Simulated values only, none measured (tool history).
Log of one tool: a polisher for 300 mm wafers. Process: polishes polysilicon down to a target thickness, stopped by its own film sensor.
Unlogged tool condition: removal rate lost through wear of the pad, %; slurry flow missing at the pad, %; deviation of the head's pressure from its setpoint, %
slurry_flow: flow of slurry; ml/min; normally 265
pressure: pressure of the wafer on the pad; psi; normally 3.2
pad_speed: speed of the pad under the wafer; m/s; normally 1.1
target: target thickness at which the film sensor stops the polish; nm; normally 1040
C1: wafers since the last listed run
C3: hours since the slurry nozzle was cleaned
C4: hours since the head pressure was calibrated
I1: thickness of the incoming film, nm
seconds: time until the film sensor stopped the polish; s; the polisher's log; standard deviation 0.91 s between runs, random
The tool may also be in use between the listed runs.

{"run": 1, "hour": 0.0, "slurry_flow": 265, "pressure": 3.2, "pad_speed": 1.1, "target": 1229, "C1": 0, "wafers polished on this pad": 6105, "C3": 661.3, "C4": 121.8, "I1": 1742.2, "seconds": 42.6}
{"hour": 1.8, "done": "slurry nozzle cleaned"}
{"hour": 3.8, "done": "worn pad replaced by a new one"}
{"run": 2, "hour": 66.1, "slurry_flow": 330, "pressure": 3.2, "pad_speed": 1.1, "target": 853, "C1": 952, "wafers polished on this pad": 941, "C3": 64.3, "C4": 187.9, "I1": 1736.3, "seconds": 69.2}
{"run": 3, "hour": 151.4, "slurry_flow": 330, "pressure": 3.2, "pad_speed": 1.1, "target": 853, "C1": 1289, "wafers polished on this pad": 2230, "C3": 149.6, "C4": 273.2, "I1": 1776.4, "seconds": 72.9}
{"run": 4, "hour": 464.3, "slurry_flow": 265, "pressure": 3.2, "pad_speed": 1.1, "target": 1040, "C1": 4728, "wafers polished on this pad": 6959, "C3": 462.5, "C4": 586.1, "I1": 1737, "seconds": 57.3}
{"run": 5, "hour": 507.1, "slurry_flow": 265, "pressure": 3.2, "pad_speed": 1.1, "target": 1040, "C1": 646, "wafers polished on this pad": 7606, "C3": 505.3, "C4": 628.9, "I1": 1753.6, "seconds": 58.6}
{"hour": 531.9, "done": "worn pad replaced by a new one, of another model than before"}
{"run": 6, "hour": 581.9, "slurry_flow": 265, "pressure": 3.2, "pad_speed": 1.1, "target": 1040, "C1": 1069, "wafers polished on this pad": 755, "C3": 580.1, "C4": 703.7, "I1": 1734.7, "seconds": 55.4}
{"hour": 791.4, "done": "slurry nozzle cleaned"}
{"hour": 793.9, "done": "head pressure recalibrated"}
{"run": 7, "hour": 794.4, "slurry_flow": 265, "pressure": 3.2, "pad_speed": 0.94, "target": 1040, "C1": 3166, "wafers polished on this pad": 3921, "C3": 3, "C4": 0.5, "I1": 1735.6, "seconds": 60.6}
{"run": 8, "hour": 881.7, "slurry_flow": 265, "pressure": 3.2, "pad_speed": 0.94, "target": 1040, "C1": 1319, "wafers polished on this pad": 5240, "C3": 90.3, "C4": 87.8, "I1": 1750.8, "seconds": 60.6}
{"run": 9, "hour": 943.0, "slurry_flow": 265, "pressure": 3.2, "pad_speed": 0.94, "target": 1040, "C1": 926, "wafers polished on this pad": 6167, "C3": 151.6, "C4": 149.1, "I1": 1762.2, "seconds": 62.5}
{"run": 10, "hour": 1018.0, "slurry_flow": 265, "pressure": 3.2, "pad_speed": 1.1, "target": 1040, "C1": 1133, "wafers polished on this pad": 7300, "C3": 226.6, "C4": 224.1, "I1": 1736.8, "seconds": 54.8}
{"hour": 1030.9, "done": "worn pad replaced by a new one"}
{"run": 11, "hour": 1089.3, "slurry_flow": 265, "pressure": 3.2, "pad_speed": 1.24, "target": 1040, "C1": 1017, "wafers polished on this pad": 882, "C3": 297.9, "C4": 295.4, "I1": 1744.1, "seconds": 51.1}
{"run": 12, "hour": 1181.3, "slurry_flow": 265, "pressure": 3.2, "pad_speed": 1.1, "target": 1040, "C1": 1390, "wafers polished on this pad": 2272, "C3": 389.9, "C4": 387.4, "I1": 1778, "seconds": 58.3}
{"run": 13, "hour": 1254.9, "slurry_flow": 265, "pressure": 3.2, "pad_speed": 1.1, "target": 1040, "C1": 1112, "wafers polished on this pad": 3384, "C3": 463.5, "C4": 461, "I1": 1752.2, "seconds": 56.2}
{"run": 14, "hour": 1334.5, "slurry_flow": 265, "pressure": 3.2, "pad_speed": 1.1, "target": 1040, "C1": 1202, "wafers polished on this pad": 4587, "C3": 543.1, "C4": 540.6, "I1": 1754.8, "seconds": 58.4}
{"run": 15, "hour": 1400.9, "slurry_flow": 265, "pressure": 3.8, "pad_speed": 1.1, "target": 977, "C1": 1003, "wafers polished on this pad": 5591, "C3": 609.5, "C4": 607, "I1": 1727.8, "seconds": 53.9}
{"run": 16, "hour": 1465.9, "slurry_flow": 265, "pressure": 3.2, "pad_speed": 1.1, "target": 1040, "C1": 982, "wafers polished on this pad": 6573, "C3": 674.5, "C4": 672, "I1": 1736.9, "seconds": 56.3}
{"hour": 1510.5, "done": "slurry nozzle cleaned"}
{"run": 17, "hour": 1512.4, "slurry_flow": 265, "pressure": 2.3, "pad_speed": 1.32, "target": 918, "C1": 687, "wafers polished on this pad": 7261, "C3": 1.9, "C4": 718.5, "I1": 1765.7, "seconds": 70.9}
{"hour": 1543.7, "done": "head pressure recalibrated"}
{"hour": 1549.5, "done": "worn pad replaced by a new one"}
{"run": 18, "hour": 1599.5, "slurry_flow": 340, "pressure": 2.9, "pad_speed": 1.1, "target": 1236, "C1": 1225, "wafers polished on this pad": 755, "C3": 89, "C4": 55.8, "I1": 1770.5, "seconds": 41.8}
{"run": 19, "hour": 1645.8, "slurry_flow": 265, "pressure": 3.2, "pad_speed": 1.1, "target": 946, "C1": 699, "wafers polished on this pad": 1455, "C3": 135.3, "C4": 102.1, "I1": 1753.3, "seconds": 62.3}
{"run": 20, "hour": 1706.2, "slurry_flow": 210, "pressure": 2.2, "pad_speed": 1.3, "target": 954, "C1": 912, "wafers polished on this pad": 2368, "C3": 195.7, "C4": 162.5, "I1": 1737.2, "seconds": 68.6}
{"run": 21, "hour": 1769.9, "slurry_flow": 265, "pressure": 3.2, "pad_speed": 1.1, "target": 1040, "C1": 962, "wafers polished on this pad": 3330, "C3": 259.4, "C4": 226.2, "I1": 1750.9, "seconds": 57.6}
{"run": 22, "hour": 1836.3, "slurry_flow": 310, "pressure": 3.2, "pad_speed": 1.1, "target": 1040, "C1": 1003, "wafers polished on this pad": 4334, "C3": 325.8, "C4": 292.6, "I1": 1776.2, "seconds": 58.3}
{"run": 23, "hour": 1924.2, "slurry_flow": 265, "pressure": 3.2, "pad_speed": 1.1, "target": 937, "C1": 1328, "wafers polished on this pad": 5662, "C3": 413.7, "C4": 380.5, "I1": 1731.1, "seconds": 62.6}
{"run": 24, "hour": 1988.6, "slurry_flow": 265, "pressure": 4.1, "pad_speed": 1.1, "target": 1040, "C1": 973, "wafers polished on this pad": 6636, "C3": 478.1, "C4": 444.9, "I1": 1737.6, "seconds": 48.3}
{"hour": 2013.7, "done": "worn pad replaced by a new one"}
{"run": 25, "hour": 2060.8, "slurry_flow": 265, "pressure": 3.2, "pad_speed": 1.1, "target": 1040, "C1": 1030, "wafers polished on this pad": 712, "C3": 550.3, "C4": 517.1, "I1": 1733, "seconds": 54.3}
{"run": 26, "hour": 2112.3, "slurry_flow": 310, "pressure": 3.2, "pad_speed": 1.1, "target": 1163, "C1": 778, "wafers polished on this pad": 1490, "C3": 601.8, "C4": 568.6, "I1": 1736.3, "seconds": 44.7}
{"run": 27, "hour": 2160.9, "slurry_flow": 175, "pressure": 3.9, "pad_speed": 1.1, "target": 1040, "C1": 734, "wafers polished on this pad": 2225, "C3": 650.4, "C4": 617.2, "I1": 1756.5, "seconds": 55.1}
{"run": 28, "hour": 2246.0, "slurry_flow": 265, "pressure": 3.5, "pad_speed": 1.1, "target": 796, "C1": 1286, "wafers polished on this pad": 3511, "C3": 735.5, "C4": 702.3, "I1": 1762.2, "seconds": 75.8}
{"run": 29, "hour": 2303.7, "slurry_flow": 175, "pressure": 2.6, "pad_speed": 1.1, "target": 1040, "C1": 872, "wafers polished on this pad": 4383, "C3": 793.2, "C4": 760, "I1": 1736.9, "seconds": 64.3}

The same runs without the tool's hidden state, with the same run-to-run variation:
run=1 seconds=40.1
run=2 seconds=68.7
run=3 seconds=72
run=4 seconds=55.1
run=5 seconds=56.1
run=6 seconds=53.6
run=7 seconds=60.1
run=8 seconds=59.9
run=9 seconds=61.5
run=10 seconds=53.7
run=11 seconds=50
run=12 seconds=56.7
run=13 seconds=54.4
run=14 seconds=56.2
run=15 seconds=51.6
run=16 seconds=53.7
run=17 seconds=70.9
run=18 seconds=41.7
run=19 seconds=61.9
run=20 seconds=67.9
run=21 seconds=57
run=22 seconds=57.6
run=23 seconds=61.5
run=24 seconds=47.3
run=25 seconds=52.9
run=26 seconds=43.5
run=27 seconds=52.9
run=28 seconds=73
run=29 seconds=60.9
